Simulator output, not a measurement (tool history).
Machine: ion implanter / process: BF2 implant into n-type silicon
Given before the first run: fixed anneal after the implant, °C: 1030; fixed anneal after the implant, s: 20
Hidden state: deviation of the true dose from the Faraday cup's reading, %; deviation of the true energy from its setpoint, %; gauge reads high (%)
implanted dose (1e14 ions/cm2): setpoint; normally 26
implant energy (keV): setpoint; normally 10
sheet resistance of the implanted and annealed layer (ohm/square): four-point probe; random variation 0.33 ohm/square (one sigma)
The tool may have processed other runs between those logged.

run,day,implanted dose (1e14 ions/cm2),implant energy (keV),wafers since the last listed run,hours since the last dose calibration,hours since the extraction supply was calibrated,hours since the gauge calibration,"read-back reference wafer on the same gauge, sheet resistance",sheet resistance of the implanted and annealed layer (ohm/square)
1,0,21.99,10,0,715.3,5497.3,889.6,171.1,157.39
2,4.362,21.99,10,1948,820,5602,994.3,171.32,157.41
3,5.971,31.48,10,718,858.6,5640.6,1032.9,171.14,155.53
4,9.162,26,10,1425,935.2,5717.2,1109.5,171.24,155.68
5,11.575,26,10,1077,993.1,5775.1,1167.4,171.5,156.65
6,14.742,21.36,8.5,1414,1069.1,5851.1,1243.4,171.25,163.09
7,17.479,21.36,8.5,1222,1134.8,5916.8,1309.1,171.35,163.08
8,20.304,32.03,10,1261,1202.6,5984.6,1376.9,171.55,155.11
9,24.025,26,10,1661,1291.9,6073.9,1466.2,171.37,156.35
10,26.812,26,10,1244,1358.8,6140.8,1533.1,171.48,155.85
11,30.742,26,10,1754,1453.1,6235.1,1627.4,171.53,156.47
12,33.938,26,7.5,1427,1529.8,6311.8,1704.1,171.53,168.11
# day 36.475: extraction supply calibrated
13,38.371,26,7.5,1830,1636.2,45.5,1810.5,171.59,167.48
14,41.392,26,10,1348,1708.7,118,1883,171.5,156.46
15,43.025,26,10,729,1747.9,157.2,1922.2,171.43,156.9
16,45.525,19.83,12,1116,1807.9,217.2,1982.2,171.75,151.85
17,49.2,28.42,12.5,1641,1896.1,305.4,2070.4,171.66,146.3
18,51.358,26,10,963,1947.9,357.2,2122.2,171.53,156.58
# day 52.442: gauge calibrated
19,55.083,21.28,13,1663,2037.3,446.6,63.4,169.79,145.3
20,58.754,23.25,12,1639,2125.4,534.7,151.5,170.02,147.96
21,61.329,21.67,12.5,1149,2187.2,596.5,213.3,170.15,147.41
22,65.188,26,13.5,1722,2279.8,689.1,305.9,170.2,142.67
# day 67.379: Faraday cup replaced and dose calibrated
23,67.817,31.63,11,1025,10.5,752.2,369,170.6,149.91
24,71.612,26,10,1695,101.6,843.3,460.1,170.29,155.52
25,74.275,21.16,9,1188,165.5,907.2,524,170.41,160.76
26,78.367,29.42,11.5,1827,263.7,1005.4,622.2,170.65,148.81
27,81.367,30.61,10,1339,335.7,1077.4,694.2,170.44,154.8
28,85.667,26,10,1920,438.9,1180.6,797.4,170.73,155.5
29,88.846,29.56,9,1419,515.2,1256.9,873.7,170.83,159.07
30,98.108,32.43,13,4136,737.5,1479.2,1096,171.07,143.5

Each row is a separate what-if for the run after 30, all from the same tool condition, not one after another. Results?
A,98.125,19.42,10,7,737.9,1479.6,1096.4,?,?
B,98.125,26,9,7,737.9,1479.6,1096.4,?,?
C,98.125,22.04,7.5,7,737.9,1479.6,1096.4,?,?
D,98.125,26,8,7,737.9,1479.6,1096.4,?,?
E,98.125,21.81,7,7,737.9,1479.6,1096.4,?,?

run,"read-back reference wafer on the same gauge, sheet resistance",sheet resistance of the implanted and annealed layer (ohm/square)
A,171.02,157.8
B,171.02,159.69
C,171.02,167.14
D,171.02,164.22
E,171.02,169.62
Had the tool no hidden state, the same runs would have come out as:
run,sheet resistance of the implanted and annealed layer (ohm/square)
A,156.91
B,158.78
C,166.19
D,163.29
E,168.66
